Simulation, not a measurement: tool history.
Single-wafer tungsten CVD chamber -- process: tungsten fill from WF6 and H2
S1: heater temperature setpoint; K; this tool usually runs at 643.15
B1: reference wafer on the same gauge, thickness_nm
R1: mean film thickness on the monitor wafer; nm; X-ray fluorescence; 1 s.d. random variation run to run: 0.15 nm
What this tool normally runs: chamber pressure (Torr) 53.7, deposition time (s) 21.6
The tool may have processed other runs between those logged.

run 1 hour=0 | S1=643.15 chamber_pressure_(Torr)=53.7 deposition_time_(s)=21.6 | B1=50.707 | R1=47.851
run 2 hour=28.1 | S1=643.15 chamber_pressure_(Torr)=53.7 deposition_time_(s)=21.6 | B1=50.666 | R1=47.755
run 3 hour=63.7 | S1=643.15 chamber_pressure_(Torr)=53.7 deposition_time_(s)=21.6 | B1=50.744 | R1=48.046
run 4 hour=97.8 | S1=643.15 chamber_pressure_(Torr)=53.7 deposition_time_(s)=21.6 | B1=50.689 | R1=48.158
run 5 hour=150.1 | S1=643.15 chamber_pressure_(Torr)=53.7 deposition_time_(s)=21.6 | B1=50.702 | R1=47.923
run 6 hour=186.1 | S1=643.15 chamber_pressure_(Torr)=53.7 deposition_time_(s)=21.6 | B1=50.69 | R1=48.159
-- hour=200.8 showerhead replaced
run 7 hour=249.8 | S1=643.15 chamber_pressure_(Torr)=53.7 deposition_time_(s)=20.5 | B1=50.722 | R1=45.799
run 8 hour=306.2 | S1=628.15 chamber_pressure_(Torr)=53.7 deposition_time_(s)=21.6 | B1=50.703 | R1=35.46
run 9 hour=331.7 | S1=643.15 chamber_pressure_(Torr)=46.4 deposition_time_(s)=21.6 | B1=50.693 | R1=45.944
-- hour=366.7 capacitance manometer re-zeroed and calibrated
-- hour=386.5 gauge calibrated
run 10 hour=387.8 | S1=643.15 chamber_pressure_(Torr)=53.7 deposition_time_(s)=20.1 | B1=50.694 | R1=43.36
-- hour=428.7 thermocouple changed; heater temperature recalibrated
run 11 hour=429.2 | S1=652.15 chamber_pressure_(Torr)=59.8 deposition_time_(s)=21.6 | B1=50.728 | R1=56.32
run 12 hour=454.3 | S1=650.15 chamber_pressure_(Torr)=66.8 deposition_time_(s)=25.7 | B1=50.716 | R1=67.865
run 13 hour=504.3 | S1=643.15 chamber_pressure_(Torr)=53.7 deposition_time_(s)=21.6 | B1=50.659 | R1=45.507
run 14 hour=554.8 | S1=643.15 chamber_pressure_(Torr)=58.6 deposition_time_(s)=21.6 | B1=50.687 | R1=47.099

State the hidden condition of the tool at each of the runs:
gauge reads high (%): 0 at every run
H1: wafer temperature above the value expected at the setpoint (K)
H2: true pressure above the setpoint (%)
run=1 H1=1.18 H2=7.54
run=2 H1=1.22 H2=7.76
run=3 H1=1.27 H2=8.02
run=4 H1=1.32 H2=8.28
run=5 H1=1.39 H2=8.68
run=6 H1=1.45 H2=8.95
run=7 H1=1.54 H2=9.43
run=8 H1=1.62 H2=9.85
run=9 H1=1.66 H2=10
run=10 H1=1.74 H2=-1.06
run=11 H1=0.0332 H2=-0.747
run=12 H1=0.0695 H2=-0.558
run=13 H1=0.142 H2=-0.181
run=14 H1=0.215 H2=0.2
